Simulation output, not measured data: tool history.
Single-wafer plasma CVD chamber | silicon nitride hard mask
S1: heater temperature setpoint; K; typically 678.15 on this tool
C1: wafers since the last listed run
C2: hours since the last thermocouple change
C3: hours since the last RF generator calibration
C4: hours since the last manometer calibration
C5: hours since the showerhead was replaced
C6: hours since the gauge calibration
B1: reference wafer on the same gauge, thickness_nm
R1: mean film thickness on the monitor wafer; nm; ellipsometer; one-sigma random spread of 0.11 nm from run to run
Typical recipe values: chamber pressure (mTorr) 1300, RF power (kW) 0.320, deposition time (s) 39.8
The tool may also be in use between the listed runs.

{"run": 1, "hour": 0.0, "S1": 689.15, "chamber pressure (mTorr)": 1300, "RF power (kW)": 0.32, "deposition time (s)": 39.8, "C1": 0, "C2": 2209.1, "C3": 961.5, "C4": 1131.9, "C5": 3053.2, "C6": 161.8, "B1": 46.275, "R1": 42.935}
{"run": 2, "hour": 8.8, "S1": 678.15, "chamber pressure (mTorr)": 1550, "RF power (kW)": 0.32, "deposition time (s)": 39.8, "C1": 146, "C2": 2217.9, "C3": 970.3, "C4": 1140.7, "C5": 3062.0, "C6": 170.6, "B1": 46.319, "R1": 46.514}
{"run": 3, "hour": 21.6, "S1": 678.15, "chamber pressure (mTorr)": 1550, "RF power (kW)": 0.32, "deposition time (s)": 39.8, "C1": 213, "C2": 2230.7, "C3": 983.1, "C4": 1153.5, "C5": 3074.8, "C6": 183.4, "B1": 46.306, "R1": 46.451}
{"run": 4, "hour": 37.1, "S1": 678.15, "chamber pressure (mTorr)": 1300, "RF power (kW)": 0.32, "deposition time (s)": 43.3, "C1": 258, "C2": 2246.2, "C3": 998.6, "C4": 1169.0, "C5": 3090.3, "C6": 198.9, "B1": 46.271, "R1": 46.738}
{"run": 5, "hour": 49.6, "S1": 678.15, "chamber pressure (mTorr)": 1300, "RF power (kW)": 0.32, "deposition time (s)": 43.3, "C1": 208, "C2": 2258.7, "C3": 1011.1, "C4": 1181.5, "C5": 3102.8, "C6": 211.4, "B1": 46.279, "R1": 46.742}
{"run": 6, "hour": 90.8, "S1": 682.15, "chamber pressure (mTorr)": 1300, "RF power (kW)": 0.32, "deposition time (s)": 39.8, "C1": 687, "C2": 2299.9, "C3": 1052.3, "C4": 1222.7, "C5": 3144.0, "C6": 252.6, "B1": 46.276, "R1": 43.02}
{"run": 7, "hour": 100.3, "S1": 682.15, "chamber pressure (mTorr)": 1300, "RF power (kW)": 0.32, "deposition time (s)": 39.8, "C1": 158, "C2": 2309.4, "C3": 1061.8, "C4": 1232.2, "C5": 3153.5, "C6": 262.1, "B1": 46.278, "R1": 43.022}
{"run": 8, "hour": 114.0, "S1": 682.15, "chamber pressure (mTorr)": 1300, "RF power (kW)": 0.32, "deposition time (s)": 39.8, "C1": 228, "C2": 2323.1, "C3": 1075.5, "C4": 1245.9, "C5": 3167.2, "C6": 275.8, "B1": 46.313, "R1": 42.933}
{"run": 9, "hour": 123.1, "S1": 687.15, "chamber pressure (mTorr)": 1300, "RF power (kW)": 0.32, "deposition time (s)": 39.8, "C1": 151, "C2": 2332.2, "C3": 1084.6, "C4": 1255.0, "C5": 3176.3, "C6": 284.9, "B1": 46.327, "R1": 42.696}
{"hour": 133.0, "done": "thermocouple changed; heater temperature recalibrated"}
{"run": 10, "hour": 133.5, "S1": 687.15, "chamber pressure (mTorr)": 1300, "RF power (kW)": 0.32, "deposition time (s)": 39.8, "C1": 40, "C2": 0.5, "C3": 1095.0, "C4": 1265.4, "C5": 3186.7, "C6": 295.3, "B1": 46.307, "R1": 42.93}
{"run": 11, "hour": 139.5, "S1": 687.15, "chamber pressure (mTorr)": 1300, "RF power (kW)": 0.32, "deposition time (s)": 39.8, "C1": 100, "C2": 6.5, "C3": 1101.0, "C4": 1271.4, "C5": 3192.7, "C6": 301.3, "B1": 46.298, "R1": 42.831}
{"hour": 148.9, "done": "gauge calibrated"}
{"run": 12, "hour": 184.8, "S1": 678.15, "chamber pressure (mTorr)": 1300, "RF power (kW)": 0.32, "deposition time (s)": 39.8, "C1": 755, "C2": 51.8, "C3": 1146.3, "C4": 1316.7, "C5": 3238.0, "C6": 35.9, "B1": 46.331, "R1": 42.801}
{"hour": 221.8, "done": "showerhead replaced"}
{"run": 13, "hour": 222.3, "S1": 678.15, "chamber pressure (mTorr)": 1300, "RF power (kW)": 0.32, "deposition time (s)": 39.8, "C1": 491, "C2": 89.3, "C3": 1183.8, "C4": 1354.2, "C5": 0.5, "C6": 73.4, "B1": 46.346, "R1": 42.826}
{"run": 14, "hour": 229.7, "S1": 678.15, "chamber pressure (mTorr)": 1300, "RF power (kW)": 0.32, "deposition time (s)": 39.8, "C1": 123, "C2": 96.7, "C3": 1191.2, "C4": 1361.6, "C5": 7.9, "C6": 80.8, "B1": 46.317, "R1": 42.895}
{"run": 15, "hour": 237.3, "S1": 678.15, "chamber pressure (mTorr)": 1300, "RF power (kW)": 0.32, "deposition time (s)": 39.8, "C1": 126, "C2": 104.3, "C3": 1198.8, "C4": 1369.2, "C5": 15.5, "C6": 88.4, "B1": 46.338, "R1": 42.669}
{"hour": 253.7, "done": "capacitance manometer re-zeroed and calibrated"}
{"run": 16, "hour": 255.0, "S1": 670.15, "chamber pressure (mTorr)": 1300, "RF power (kW)": 0.32, "deposition time (s)": 39.8, "C1": 161, "C2": 122.0, "C3": 1216.5, "C4": 1.3, "C5": 33.2, "C6": 106.1, "B1": 46.303, "R1": 42.954}
{"hour": 268.0, "done": "RF generator calibrated"}
{"run": 17, "hour": 271.3, "S1": 678.15, "chamber pressure (mTorr)": 1300, "RF power (kW)": 0.32, "deposition time (s)": 39.8, "C1": 138, "C2": 138.3, "C3": 3.3, "C4": 17.6, "C5": 49.5, "C6": 122.4, "B1": 46.307, "R1": 42.138}

Predict the results of run 18:
{"run": 18, "hour": 287.8, "S1": 691.15, "chamber pressure (mTorr)": 1300, "RF power (kW)": 0.32, "deposition time (s)": 39.8, "C1": 275, "C2": 154.8, "C3": 19.8, "C4": 34.1, "C5": 66.0, "C6": 138.9, "B1": "?", "R1": "?"}

For run 18 the tool returned B1 46.255, R1 41.826 nm.
The same run, on a tool lacking any hidden state, would have yielded R1 43.792 nm.

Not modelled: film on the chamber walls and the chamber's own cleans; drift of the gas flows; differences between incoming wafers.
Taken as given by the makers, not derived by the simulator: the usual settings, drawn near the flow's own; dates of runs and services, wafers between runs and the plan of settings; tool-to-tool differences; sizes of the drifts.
